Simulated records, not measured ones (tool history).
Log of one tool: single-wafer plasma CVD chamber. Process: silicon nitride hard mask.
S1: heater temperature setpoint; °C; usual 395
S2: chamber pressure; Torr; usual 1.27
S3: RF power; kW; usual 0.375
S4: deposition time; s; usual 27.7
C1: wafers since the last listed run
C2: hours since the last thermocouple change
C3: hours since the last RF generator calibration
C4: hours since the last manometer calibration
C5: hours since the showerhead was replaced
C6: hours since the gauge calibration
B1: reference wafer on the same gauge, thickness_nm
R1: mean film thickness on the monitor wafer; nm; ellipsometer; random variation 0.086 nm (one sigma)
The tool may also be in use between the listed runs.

| run | hour | S1 | S2 | S3 | S4 | C1 | C2 | C3 | C4 | C5 | C6 | B1 | R1 |
|---|---|---|---|---|---|---|---|---|---|---|---|---|---|
| 1 | 0.0 | 395 | 1.27 | 0.405 | 27.7 | 0 | 2052.7 | 766.8 | 2480.5 | 3949.2 | 29.0 | 35.470 | 34.746 |
| 2 | 17.9 | 395 | 1.27 | 0.405 | 27.7 | 423 | 2070.6 | 784.7 | 2498.4 | 3967.1 | 46.9 | 35.502 | 34.828 |
| 3 | 28.6 | 395 | 1.27 | 0.405 | 27.7 | 253 | 2081.3 | 795.4 | 2509.1 | 3977.8 | 57.6 | 35.545 | 34.854 |
| 4 | 38.8 | 395 | 1.27 | 0.375 | 27.7 | 241 | 2091.5 | 805.6 | 2519.3 | 3988.0 | 67.8 | 35.475 | 32.794 |
| 5 | 45.4 | 395 | 1.27 | 0.375 | 27.7 | 156 | 2098.1 | 812.2 | 2525.9 | 3994.6 | 74.4 | 35.542 | 33.025 |
| 6 | 62.0 | 395 | 1.27 | 0.375 | 27.7 | 392 | 2114.7 | 828.8 | 2542.5 | 4011.2 | 91.0 | 35.483 | 32.914 |
|  | 77.9 | capacitance manometer re-zeroed and calibrated |
| 7 | 78.4 | 389 | 1.27 | 0.375 | 27.7 | 198 | 2131.1 | 845.2 | 0.5 | 4027.6 | 107.4 | 35.489 | 32.986 |
| 8 | 84.3 | 389 | 1.27 | 0.375 | 27.7 | 139 | 2137.0 | 851.1 | 6.4 | 4033.5 | 113.3 | 35.497 | 32.851 |
|  | 92.3 | RF generator calibrated |
|  | 96.0 | thermocouple changed; heater temperature recalibrated |
| 9 | 101.4 | 383 | 1.43 | 0.350 | 31.9 | 127 | 5.4 | 9.1 | 23.5 | 4050.6 | 130.4 | 35.459 | 39.475 |
| 10 | 117.7 | 383 | 1.43 | 0.350 | 31.9 | 385 | 21.7 | 25.4 | 39.8 | 4066.9 | 146.7 | 35.484 | 39.449 |
|  | 122.4 | gauge calibrated |
|  | 132.6 | showerhead replaced |
| 11 | 133.1 | 382 | 1.27 | 0.310 | 24.3 | 175 | 37.1 | 40.8 | 55.2 | 0.5 | 10.7 | 35.535 | 26.212 |
| 12 | 147.2 | 410 | 0.97 | 0.375 | 23.9 | 333 | 51.2 | 54.9 | 69.3 | 14.6 | 24.8 | 35.507 | 26.213 |
| 13 | 158.5 | 387 | 1.27 | 0.375 | 24.1 | 267 | 62.5 | 66.2 | 80.6 | 25.9 | 36.1 | 35.521 | 29.978 |
| 14 | 171.4 | 380 | 1.27 | 0.375 | 27.7 | 305 | 75.4 | 79.1 | 93.5 | 38.8 | 49.0 | 35.461 | 34.212 |

Forecast run 15:
| 15 | 184.2 | 395 | 1.27 | 0.375 | 29.2 | 302 | 88.2 | 91.9 | 106.3 | 51.6 | 61.8 | ? | ? |

B1: 35.511
R1: 35.973 nm
Without the tool's hidden state the same run would have given R1 36.360 nm.
